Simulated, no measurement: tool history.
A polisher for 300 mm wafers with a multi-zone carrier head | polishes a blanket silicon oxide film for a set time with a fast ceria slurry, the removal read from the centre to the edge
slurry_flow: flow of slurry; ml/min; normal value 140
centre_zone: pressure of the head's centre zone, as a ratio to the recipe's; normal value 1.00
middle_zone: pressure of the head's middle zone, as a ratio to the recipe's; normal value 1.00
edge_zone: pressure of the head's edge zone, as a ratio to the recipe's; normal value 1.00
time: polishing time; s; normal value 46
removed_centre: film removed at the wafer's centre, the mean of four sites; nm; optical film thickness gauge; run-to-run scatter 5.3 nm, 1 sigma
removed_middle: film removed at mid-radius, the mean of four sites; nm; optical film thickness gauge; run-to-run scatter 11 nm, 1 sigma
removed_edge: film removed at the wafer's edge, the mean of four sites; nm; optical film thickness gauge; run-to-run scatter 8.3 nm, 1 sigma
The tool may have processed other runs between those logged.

| run | hour | slurry_flow | centre_zone | middle_zone | edge_zone | time | wafers since the last listed run | wafers polished on this pad | hours since the slurry nozzle was cleaned | hours since the centre zone pressure was calibrated | hours since the edge zone pressure was calibrated | hours since the carrier head's membrane was replaced | incoming thickness of the incoming film, nm | removed_centre | removed_middle | removed_edge |
|---|---|---|---|---|---|---|---|---|---|---|---|---|---|---|---|---|
| 1 | 0.0 | 140 | 1.00 | 1.00 | 1.00 | 46 | 0 | 611 | 57.1 | 366.0 | 52.7 | 1328.9 | 2021.3 | 776.2 | 786.7 | 796.7 |
| 2 | 27.8 | 140 | 1.00 | 1.00 | 1.00 | 46 | 335 | 946 | 84.9 | 393.8 | 80.5 | 1356.7 | 2029.5 | 764.3 | 756.4 | 800.9 |
| 3 | 37.7 | 140 | 1.00 | 1.00 | 1.00 | 59 | 119 | 1066 | 94.8 | 403.7 | 90.4 | 1366.6 | 2003.6 | 982.8 | 999.5 | 1003.9 |
|  | 58.0 | worn pad replaced by a new one |
| 4 | 71.9 | 95 | 1.00 | 1.00 | 1.00 | 30 | 364 | 168 | 129.0 | 437.9 | 124.6 | 1400.8 | 2024.8 | 427.5 | 441.6 | 472.1 |
| 5 | 87.8 | 140 | 0.97 | 1.00 | 1.00 | 46 | 191 | 359 | 144.9 | 453.8 | 140.5 | 1416.7 | 2038.5 | 740.3 | 759.7 | 792.6 |
| 6 | 102.8 | 100 | 1.00 | 1.00 | 1.00 | 46 | 180 | 540 | 159.9 | 468.8 | 155.5 | 1431.7 | 1992.0 | 671.0 | 678.7 | 739.5 |
|  | 111.9 | carrier head's membrane replaced by a new one |
| 7 | 112.4 | 155 | 1.00 | 0.96 | 1.04 | 33 | 55 | 596 | 169.5 | 478.4 | 165.1 | 0.5 | 2025.1 | 554.1 | 544.9 | 591.8 |
| 8 | 118.1 | 125 | 1.00 | 1.03 | 0.88 | 46 | 68 | 665 | 175.2 | 484.1 | 170.8 | 6.2 | 2020.2 | 720.8 | 749.4 | 736.1 |
|  | 124.4 | centre zone pressure recalibrated |
| 9 | 131.4 | 140 | 1.00 | 1.00 | 1.00 | 46 | 136 | 801 | 188.5 | 7.0 | 184.1 | 19.5 | 2054.9 | 788.7 | 741.0 | 795.7 |
| 10 | 144.3 | 140 | 1.00 | 1.00 | 1.05 | 46 | 155 | 957 | 201.4 | 19.9 | 197.0 | 32.4 | 1999.2 | 787.0 | 781.6 | 799.9 |
| 11 | 157.1 | 140 | 1.00 | 1.00 | 0.95 | 46 | 154 | 1111 | 214.2 | 32.7 | 209.8 | 45.2 | 2002.1 | 787.1 | 768.6 | 783.7 |
| 12 | 170.5 | 140 | 0.95 | 1.00 | 1.00 | 55 | 161 | 1273 | 227.6 | 46.1 | 223.2 | 58.6 | 2046.3 | 910.1 | 912.3 | 948.4 |
|  | 179.5 | worn pad replaced by a new one |
| 13 | 180.0 | 140 | 1.00 | 1.00 | 1.00 | 46 | 66 | 5 | 237.1 | 55.6 | 232.7 | 68.1 | 2054.2 | 777.0 | 762.7 | 792.3 |
| 14 | 188.9 | 140 | 1.00 | 1.00 | 1.00 | 46 | 107 | 112 | 246.0 | 64.5 | 241.6 | 77.0 | 1991.9 | 777.7 | 738.1 | 776.7 |
| 15 | 202.5 | 170 | 1.07 | 0.95 | 0.89 | 46 | 164 | 276 | 259.6 | 78.1 | 255.2 | 90.6 | 2032.9 | 862.4 | 742.2 | 782.9 |
| 16 | 217.6 | 165 | 1.12 | 1.00 | 1.00 | 52 | 182 | 459 | 274.7 | 93.2 | 270.3 | 105.7 | 2017.8 | 997.7 | 894.0 | 915.2 |
| 17 | 229.9 | 110 | 0.92 | 1.09 | 1.04 | 46 | 148 | 607 | 287.0 | 105.5 | 282.6 | 118.0 | 2031.5 | 668.8 | 759.4 | 769.2 |
| 18 | 237.1 | 140 | 1.00 | 1.00 | 1.00 | 46 | 86 | 694 | 294.2 | 112.7 | 289.8 | 125.2 | 2064.8 | 775.1 | 747.2 | 781.5 |
| 19 | 245.8 | 125 | 1.00 | 1.00 | 1.08 | 46 | 104 | 799 | 302.9 | 121.4 | 298.5 | 133.9 | 2019.9 | 746.4 | 734.6 | 795.2 |
| 20 | 268.0 | 110 | 1.10 | 0.89 | 1.05 | 46 | 267 | 1067 | 325.1 | 143.6 | 320.7 | 156.1 | 2056.4 | 761.2 | 651.3 | 759.3 |
| 21 | 281.3 | 140 | 1.00 | 1.03 | 1.00 | 46 | 160 | 1227 | 338.4 | 156.9 | 334.0 | 169.4 | 2042.2 | 779.9 | 783.8 | 797.9 |
|  | 288.5 | worn pad replaced by a new one |
| 22 | 292.5 | 105 | 1.00 | 1.00 | 1.05 | 46 | 86 | 47 | 349.6 | 168.1 | 345.2 | 180.6 | 2038.4 | 689.4 | 696.5 | 748.7 |
| 23 | 309.7 | 140 | 1.08 | 1.09 | 1.00 | 46 | 207 | 255 | 366.8 | 185.3 | 362.4 | 197.8 | 2013.2 | 814.4 | 787.6 | 784.1 |

Here are 3 independent what-if runs from the current tool condition. What would each one return?
| A | 310.1 | 140 | 1.00 | 1.00 | 1.00 | 46 | 4 | 260 | 367.2 | 185.7 | 362.8 | 198.2 | 2070.3 | ? | ? | ? |
| B | 310.1 | 120 | 1.00 | 0.96 | 1.00 | 46 | 4 | 260 | 367.2 | 185.7 | 362.8 | 198.2 | 2070.3 | ? | ? | ? |
| C | 310.1 | 95 | 1.00 | 0.93 | 1.00 | 46 | 4 | 260 | 367.2 | 185.7 | 362.8 | 198.2 | 2070.3 | ? | ? | ? |

| run | removed_centre | removed_middle | removed_edge |
|---|---|---|---|
| A | 772.2 | 757.0 | 783.5 |
| B | 732.6 | 699.0 | 760.1 |
| C | 662.0 | 624.3 | 718.8 |
With the hidden condition removed and each run's random variation left untouched, the same runs would have given:
| run | removed_centre | removed_middle | removed_edge |
|---|---|---|---|
| A | 816.8 | 791.8 | 808.6 |
| B | 782.5 | 737.0 | 788.0 |
| C | 720.3 | 668.1 | 751.0 |

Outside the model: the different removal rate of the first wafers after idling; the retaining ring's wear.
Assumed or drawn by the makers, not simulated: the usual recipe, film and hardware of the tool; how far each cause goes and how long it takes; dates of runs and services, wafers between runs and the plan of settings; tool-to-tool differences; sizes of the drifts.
